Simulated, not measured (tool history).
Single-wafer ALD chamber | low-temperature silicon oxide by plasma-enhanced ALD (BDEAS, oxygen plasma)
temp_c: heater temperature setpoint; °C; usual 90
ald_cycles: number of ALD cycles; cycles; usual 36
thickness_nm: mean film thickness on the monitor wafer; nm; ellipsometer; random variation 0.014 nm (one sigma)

run,hour,temp_c,ald_cycles,wafers since the last listed run,hours since the last thermocouple change,hours since the gauge calibration,"read-back reference wafer on the same gauge, thickness_nm",thickness_nm
1,0,90,42,0,103.6,1830.3,6.03,6.457
2,70.7,90,42,393,174.3,1901,6.028,6.477
# hour 365: gauge calibrated
3,375.1,90,36,1692,478.7,10.1,6.029,5.51
4,438.3,90,36,351,541.9,73.3,6.03,5.539
5,494,90,36,309,597.6,129,6.028,5.522
6,677,81,30,1017,780.6,312,6.03,4.758
7,725.3,90,36,268,828.9,360.3,6.034,5.544
8,815,90,36,498,918.6,450,6.029,5.528
9,860.9,90,36,255,964.5,495.9,6.03,5.53
10,920.1,90,36,329,1023.7,555.1,6.028,5.54
11,961.5,90,41,230,1065.1,596.5,6.029,6.283
12,1027,90,41,364,1130.6,662,6.032,6.262
13,1111.9,90,41,472,1215.5,746.9,6.03,6.27
14,1214.4,90,36,569,1318,849.4,6.028,5.525
15,1268,90,36,298,1371.6,903,6.03,5.502
16,1343.3,90,36,418,1446.9,978.3,6.033,5.499
17,1424.5,94,36,451,1528.1,1059.5,6.026,5.433
18,1498.3,94,36,410,1601.9,1133.3,6.028,5.397
19,1557.9,94,36,331,1661.5,1192.9,6.029,5.425
20,1647.4,85,36,497,1751,1282.4,6.032,5.619
21,1707.8,85,36,335,1811.4,1342.8,6.031,5.602
22,1805.9,90,36,545,1909.5,1440.9,6.034,5.488
23,1891.2,94,40,474,1994.8,1526.2,6.03,5.994
24,1968.5,103,34,429,2072.1,1603.5,6.028,5.032
25,2010.6,101,36,234,2114.2,1645.6,6.029,5.347
26,2095.2,90,36,470,2198.8,1730.2,6.032,5.47
27,2150.3,78,36,306,2253.9,1785.3,6.03,5.726
28,2252.3,78,33,567,2355.9,1887.3,6.029,5.268
29,2296.1,83,40,243,2399.7,1931.1,6.028,6.24
# hour 2363: gauge calibrated
30,2365.9,104,36,388,2469.5,2.9,6.03,5.289
31,2454,103,36,489,2557.6,91,6.028,5.32
32,2500.3,84,39,257,2603.9,137.3,6.029,6.079
33,2539.5,90,30,217,2643.1,176.5,6.031,4.582
34,2597.4,86,36,321,2701,234.4,6.03,5.592
35,2633.9,90,36,202,2737.5,270.9,6.03,5.48
# hour 2675.9: thermocouple changed; heater temperature recalibrated
36,2683.7,94,39,232,7.8,320.7,6.03,5.965
37,2785,83,39,563,109.1,422,6.029,6.184
38,2890.9,96,36,588,215,527.9,6.031,5.451
39,2953.1,77,36,345,277.2,590.1,6.033,5.815
40,3048.7,90,36,531,372.8,685.7,6.033,5.573
41,3116,98,42,374,440.1,753,6.034,6.291
42,3222.7,90,36,593,546.8,859.7,6.029,5.554
43,3322.7,90,36,556,646.8,959.7,6.032,5.534
44,3361.4,90,34,215,685.5,998.4,6.031,5.215
45,3435.4,104,38,411,759.5,1072.4,6.031,5.644
46,3526.4,79,30,505,850.5,1163.4,6.033,4.821
47,3769.7,90,36,1352,1093.8,1406.7,6.032,5.521

Forecast each of these 4 alternatives for the next run:
A,3770.2,90,36,2,1094.3,1407.2,?,?
B,3770.2,80,36,2,1094.3,1407.2,?,?
C,3770.2,76,36,2,1094.3,1407.2,?,?
D,3770.2,82,36,2,1094.3,1407.2,?,?

run,"read-back reference wafer on the same gauge, thickness_nm",thickness_nm
A,6.032,5.515
B,6.032,5.724
C,6.032,5.808
D,6.032,5.682
Without the tool's hidden state the same runs would have given:
run,thickness_nm
A,5.58
B,5.789
C,5.872
D,5.747
